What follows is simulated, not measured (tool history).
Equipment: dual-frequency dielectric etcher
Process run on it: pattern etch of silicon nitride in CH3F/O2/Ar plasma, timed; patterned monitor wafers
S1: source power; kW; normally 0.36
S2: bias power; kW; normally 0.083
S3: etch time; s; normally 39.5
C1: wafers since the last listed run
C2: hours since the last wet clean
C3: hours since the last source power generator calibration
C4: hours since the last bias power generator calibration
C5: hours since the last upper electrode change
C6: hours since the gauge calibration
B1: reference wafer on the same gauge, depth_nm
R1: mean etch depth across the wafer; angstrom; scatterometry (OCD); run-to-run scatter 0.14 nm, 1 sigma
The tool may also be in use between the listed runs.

run	day	S1	S2	S3	C1	C2	C3	C4	C5	C6	B1	R1
1	0	0.31	0.083	39.5	0	218.3	1833.8	2159.7	4593.3	398.3	32.28	255.4
2	1.404	0.36	0.083	39.5	533	252	1867.5	2193.4	4627	432	32.31	268.9
3	2.217	0.36	0.083	39.5	308	271.5	1887	2212.9	4646.5	451.5	32.29	269.5
# day 3.079: source power generator calibrated
4	3.1	0.36	0.083	39.5	272	292.7	0.5	2234.1	4667.7	472.7	32.34	269.1
5	3.767	0.36	0.083	39.5	253	308.7	16.5	2250.1	4683.7	488.7	32.29	268
6	5.029	0.36	0.083	42.5	479	339	46.8	2280.4	4714	519	32.32	290.7
7	6.421	0.36	0.083	42.5	528	372.4	80.2	2313.8	4747.4	552.4	32.29	286.2
8	7.417	0.39	0.083	39.5	378	396.3	104.1	2337.7	4771.3	576.3	32.28	277.6
9	7.979	0.39	0.083	39.5	213	409.8	117.6	2351.2	4784.8	589.8	32.29	278
10	8.725	0.39	0.083	39.5	283	427.7	135.5	2369.1	4802.7	607.7	32.29	275
11	9.783	0.36	0.083	33	401	453.1	160.9	2394.5	4828.1	633.1	32.27	223.8
# day 11.321: wet clean of the chamber
12	11.342	0.36	0.083	39.5	211	0.5	198.3	2431.9	4865.5	670.5	32.3	271.8
13	11.358	0.36	0.098	33	6	0.9	198.7	2432.3	4865.9	670.9	32.28	249.1
14	12.133	0.43	0.07	39.5	294	19.5	217.3	2450.9	4884.5	689.5	32.3	264.8
# day 13.517: upper electrode replaced
15	13.538	0.36	0.083	44.5	153	53.2	251	2484.6	0.5	723.2	32.28	308.7
16	13.55	0.36	0.083	33.5	4	53.5	251.3	2484.9	0.8	723.5	32.31	230.5
17	14.525	0.36	0.074	47.5	370	76.9	274.7	2508.3	24.2	746.9	32.31	306.6
# day 14.696: bias power generator calibrated
18	15.062	0.36	0.083	39.5	140	89.8	287.6	8.8	37.1	759.8	32.3	272
19	15.671	0.42	0.09	39.5	230	104.4	302.2	23.4	51.7	774.4	32.28	302.4
20	16.271	0.36	0.083	39.5	227	118.8	316.6	37.8	66.1	788.8	32.33	271.5
# day 17.467: gauge calibrated
21	17.667	0.28	0.099	44	529	152.3	350.1	71.3	99.6	4.8	32.32	301.1
22	18.683	0.36	0.095	39.5	386	176.7	374.5	95.7	124	29.2	32.3	295
23	19.417	0.36	0.083	39.5	278	194.3	392.1	113.3	141.6	46.8	32.31	272.8
24	19.958	0.36	0.096	32.5	205	207.3	405.1	126.3	154.6	59.8	32.29	242
25	21.379	0.39	0.068	49	539	241.4	439.2	160.4	188.7	93.9	32.29	309
26	22.496	0.44	0.093	39.5	423	268.2	466	187.2	215.5	120.7	32.27	310.8
27	23.171	0.32	0.083	39.5	256	284.4	482.2	203.4	231.7	136.9	32.29	256.3
28	23.912	0.36	0.083	49.5	281	302.2	500	221.2	249.5	154.7	32.29	336.4
29	24.708	0.38	0.091	34	302	321.3	519.1	240.3	268.6	173.8	32.3	246.7

Measured less the same run without the tool's hidden state. The same run-to-run variation is in both; the gauge's scatter may not be:
The hidden state here: etch rate over this chamber's usual, %; source power that arrives over what is set, %; bias power that arrives over what is set, %; gauge reads high (%).
run	R1
1	-3.1
2	-3.8
3	-4.1
4	-4.3
5	-4.6
6	-5.5
7	-5.9
8	-6.1
9	-6.3
10	-6.5
11	-5.7
12	+0.3
13	+0.2
14	+0
15	-0.6
16	-0.4
17	-0.9
18	-1
19	-1.4
20	-1.4
21	-2.2
22	-2.5
23	-2.6
24	-2.5
25	-3.7
26	-4.2
27	-3.7
28	-5.2
29	-4
